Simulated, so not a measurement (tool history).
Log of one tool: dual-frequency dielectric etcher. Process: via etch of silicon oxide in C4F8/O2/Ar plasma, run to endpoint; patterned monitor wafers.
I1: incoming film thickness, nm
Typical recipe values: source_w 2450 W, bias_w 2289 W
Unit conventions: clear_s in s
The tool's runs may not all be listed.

Run 1, day 0: usual settings; I1 816.8. Result: clear_s 157.3 s.
Run 2, day 0.525: usual settings; I1 822.5. Result: clear_s 159.6 s.
Run 3, day 1.183: usual settings; I1 814.1. Result: clear_s 158.3 s.
Run 4, day 1.796: usual settings; I1 821.7. Result: clear_s 160.1 s.
Run 5, day 2.071: usual settings; I1 813.5. Result: clear_s 158.8 s.
Run 6, day 2.783: usual settings but source_w 2310 W, bias_w 2016 W; I1 818. Result: clear_s 168.2 s.
Run 7, day 3.529: usual settings but source_w 2310 W, bias_w 2016 W; I1 816.9. Result: clear_s 168.7 s.
Run 8, day 4.154: usual settings but source_w 2310 W, bias_w 2016 W; I1 828.6. Result: clear_s 169.8 s.
At day 4.458: source power generator calibrated.
At day 5.583: upper electrode replaced, of another model than before.
At day 5.683: wet clean of the chamber.
Run 9, day 5.704: usual settings; I1 817.4. Result: clear_s 150.3 s.
Run 10, day 5.717: usual settings; I1 806.3. Result: clear_s 148 s.
Run 11, day 5.733: usual settings; I1 812.4. Result: clear_s 148.8 s.
Run 12, day 5.979: usual settings but source_w 1990 W; I1 812.4. Result: clear_s 159.1 s.
Run 13, day 6.412: usual settings but source_w 2860 W, bias_w 2523 W; I1 823.8. Result: clear_s 142.7 s.
Run 14, day 6.733: usual settings but source_w 2630 W, bias_w 2081 W; I1 821.1. Result: clear_s 153.4 s.
At day 7.575: bias power generator calibrated.
Run 15, day 7.596: usual settings but bias_w 2037 W; I1 822.4. Result: clear_s 156.8 s.
Run 16, day 7.733: usual settings; I1 817.1. Result: clear_s 151.9 s.
Run 17, day 8.5: usual settings but source_w 2090 W, bias_w 2604 W; I1 818.4. Result: clear_s 153.3 s.
Run 18, day 9.117: usual settings but source_w 2700 W, bias_w 1797 W; I1 813.2. Result: clear_s 158.5 s.
Run 19, day 9.65: usual settings but source_w 2290 W, bias_w 2552 W; I1 821.9. Result: clear_s 149.8 s.
Run 20, day 10.021: usual settings but source_w 1870 W, bias_w 2663 W; I1 818. Result: clear_s 157.9 s.
Run 21, day 10.467: usual settings but source_w 2160 W, bias_w 2446 W; I1 808.9. Result: clear_s 153.5 s.
Run 22, day 10.904: usual settings; I1 818.8. Result: clear_s 153.7 s.
Run 23, day 11.504: usual settings but source_w 2090 W, bias_w 2745 W; I1 823. Result: clear_s 150.7 s.

Predict each of these 3 candidate next runs independently; none follows another, all start after run 23:
Run A, day 11.525: usual settings but bias_w 2565 W; I1 819.2. Result: clear_s ?.
Run B, day 11.525: usual settings but source_w 2160 W, bias_w 1944 W; I1 819.2. Result: clear_s ?.
Run C, day 11.525: usual settings but bias_w 2070 W; I1 819.2. Result: clear_s ?.

run  clear_s
  A    148.5
  B    166.5
  C      158
With no hidden state in the tool, these same runs would have given:
run  clear_s
  A    147.7
  B    165.5
  C    157.1
